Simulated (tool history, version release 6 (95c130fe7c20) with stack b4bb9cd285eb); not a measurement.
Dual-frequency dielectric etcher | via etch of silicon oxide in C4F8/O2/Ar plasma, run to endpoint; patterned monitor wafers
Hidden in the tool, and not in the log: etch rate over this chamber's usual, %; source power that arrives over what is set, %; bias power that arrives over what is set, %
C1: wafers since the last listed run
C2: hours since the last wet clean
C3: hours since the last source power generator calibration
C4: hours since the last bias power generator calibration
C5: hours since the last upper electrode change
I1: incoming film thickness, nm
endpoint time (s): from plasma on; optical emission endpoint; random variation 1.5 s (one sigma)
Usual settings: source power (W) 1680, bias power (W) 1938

{"run": 1, "hour": 0.0, "source power (W)": 1790, "bias power (W)": 1938, "C1": 0, "C2": 414.1, "C3": 3545.1, "C4": 2200.5, "C5": 4305.4, "I1": 2256.1, "endpoint time (s)": 495.4}
{"run": 2, "hour": 49.5, "source power (W)": 1790, "bias power (W)": 1938, "C1": 194, "C2": 463.6, "C3": 3594.6, "C4": 2250.0, "C5": 4354.9, "I1": 2250.2, "endpoint time (s)": 491.2}
{"hour": 132.7, "done": "wet clean of the chamber"}
{"run": 3, "hour": 133.2, "source power (W)": 1680, "bias power (W)": 1938, "C1": 234, "C2": 0.5, "C3": 3678.3, "C4": 2333.7, "C5": 4438.6, "I1": 2230.3, "endpoint time (s)": 508.8}
{"run": 4, "hour": 160.2, "source power (W)": 1680, "bias power (W)": 1938, "C1": 106, "C2": 27.5, "C3": 3705.3, "C4": 2360.7, "C5": 4465.6, "I1": 2246.1, "endpoint time (s)": 510.4}
{"run": 5, "hour": 228.0, "source power (W)": 1680, "bias power (W)": 1938, "C1": 266, "C2": 95.3, "C3": 3773.1, "C4": 2428.5, "C5": 4533.4, "I1": 2250.8, "endpoint time (s)": 511.4}
{"run": 6, "hour": 278.3, "source power (W)": 1680, "bias power (W)": 1938, "C1": 197, "C2": 145.6, "C3": 3823.4, "C4": 2478.8, "C5": 4583.7, "I1": 2237.1, "endpoint time (s)": 503.7}
{"run": 7, "hour": 339.6, "source power (W)": 1680, "bias power (W)": 1938, "C1": 241, "C2": 206.9, "C3": 3884.7, "C4": 2540.1, "C5": 4645.0, "I1": 2241.6, "endpoint time (s)": 505.5}
{"run": 8, "hour": 384.9, "source power (W)": 1680, "bias power (W)": 1938, "C1": 178, "C2": 252.2, "C3": 3930.0, "C4": 2585.4, "C5": 4690.3, "I1": 2251.8, "endpoint time (s)": 505.6}
{"run": 9, "hour": 468.2, "source power (W)": 1590, "bias power (W)": 1938, "C1": 327, "C2": 335.5, "C3": 4013.3, "C4": 2668.7, "C5": 4773.6, "I1": 2246.6, "endpoint time (s)": 511.9}
{"run": 10, "hour": 558.5, "source power (W)": 1680, "bias power (W)": 1938, "C1": 355, "C2": 425.8, "C3": 4103.6, "C4": 2759.0, "C5": 4863.9, "I1": 2231.6, "endpoint time (s)": 496.8}
{"hour": 635.3, "done": "wet clean of the chamber"}
{"run": 11, "hour": 635.8, "source power (W)": 1980, "bias power (W)": 1483, "C1": 209, "C2": 0.5, "C3": 4180.9, "C4": 2836.3, "C5": 4941.2, "I1": 2219.1, "endpoint time (s)": 510.3}
{"run": 12, "hour": 664.6, "source power (W)": 1910, "bias power (W)": 2122, "C1": 113, "C2": 29.3, "C3": 4209.7, "C4": 2865.1, "C5": 4970.0, "I1": 2222.4, "endpoint time (s)": 471.0}
{"hour": 747.3, "done": "source power generator calibrated"}
{"run": 13, "hour": 751.5, "source power (W)": 1520, "bias power (W)": 1513, "C1": 326, "C2": 116.2, "C3": 4.2, "C4": 2952.0, "C5": 5056.9, "I1": 2226.3, "endpoint time (s)": 561.3}
{"run": 14, "hour": 804.4, "source power (W)": 1680, "bias power (W)": 1938, "C1": 208, "C2": 169.1, "C3": 57.1, "C4": 3004.9, "C5": 5109.8, "I1": 2236.8, "endpoint time (s)": 507.6}
{"run": 15, "hour": 874.9, "source power (W)": 1680, "bias power (W)": 1938, "C1": 277, "C2": 239.6, "C3": 127.6, "C4": 3075.4, "C5": 5180.3, "I1": 2261.7, "endpoint time (s)": 508.2}
{"hour": 931.3, "done": "bias power generator calibrated"}
{"hour": 991.5, "done": "upper electrode replaced"}
{"run": 16, "hour": 992.0, "source power (W)": 1840, "bias power (W)": 2284, "C1": 350, "C2": 356.7, "C3": 244.7, "C4": 60.7, "C5": 0.5, "I1": 2231.4, "endpoint time (s)": 459.0}
{"run": 17, "hour": 1040.5, "source power (W)": 1540, "bias power (W)": 2156, "C1": 190, "C2": 405.2, "C3": 293.2, "C4": 109.2, "C5": 49.0, "I1": 2262.9, "endpoint time (s)": 506.3}
{"hour": 1103.9, "done": "wet clean of the chamber"}
{"run": 18, "hour": 1145.9, "source power (W)": 1410, "bias power (W)": 1706, "C1": 320, "C2": 42.0, "C3": 398.6, "C4": 214.6, "C5": 154.4, "I1": 2230.5, "endpoint time (s)": 561.2}
{"run": 19, "hour": 1234.0, "source power (W)": 1680, "bias power (W)": 1938, "C1": 346, "C2": 130.1, "C3": 486.7, "C4": 302.7, "C5": 242.5, "I1": 2226.7, "endpoint time (s)": 504.5}
{"run": 20, "hour": 1334.7, "source power (W)": 1900, "bias power (W)": 2211, "C1": 396, "C2": 230.8, "C3": 587.4, "C4": 403.4, "C5": 343.2, "I1": 2238.2, "endpoint time (s)": 465.0}

Forecast each of these 5 alternatives for the next run:
{"run": "A", "hour": 1335.2, "source power (W)": 1680, "bias power (W)": 1938, "C1": 1, "C2": 231.3, "C3": 587.9, "C4": 403.9, "C5": 343.7, "I1": 2225.7, "endpoint time (s)": "?"}
{"run": "B", "hour": 1335.2, "source power (W)": 1900, "bias power (W)": 1729, "C1": 1, "C2": 231.3, "C3": 587.9, "C4": 403.9, "C5": 343.7, "I1": 2225.7, "endpoint time (s)": "?"}
{"run": "C", "hour": 1335.2, "source power (W)": 1450, "bias power (W)": 1938, "C1": 1, "C2": 231.3, "C3": 587.9, "C4": 403.9, "C5": 343.7, "I1": 2225.7, "endpoint time (s)": "?"}
{"run": "D", "hour": 1335.2, "source power (W)": 1560, "bias power (W)": 2212, "C1": 1, "C2": 231.3, "C3": 587.9, "C4": 403.9, "C5": 343.7, "I1": 2225.7, "endpoint time (s)": "?"}
{"run": "E", "hour": 1335.2, "source power (W)": 1890, "bias power (W)": 2373, "C1": 1, "C2": 231.3, "C3": 587.9, "C4": 403.9, "C5": 343.7, "I1": 2225.7, "endpoint time (s)": "?"}

run=A endpoint_time_(s)=501.6
run=B endpoint_time_(s)=493.3
run=C endpoint_time_(s)=530.9
run=D endpoint_time_(s)=497.0
run=E endpoint_time_(s)=452.4
Without the tool's hidden state the same runs would have given:
run=A endpoint_time_(s)=508.3
run=B endpoint_time_(s)=499.9
run=C endpoint_time_(s)=538.0
run=D endpoint_time_(s)=503.6
run=E endpoint_time_(s)=458.4
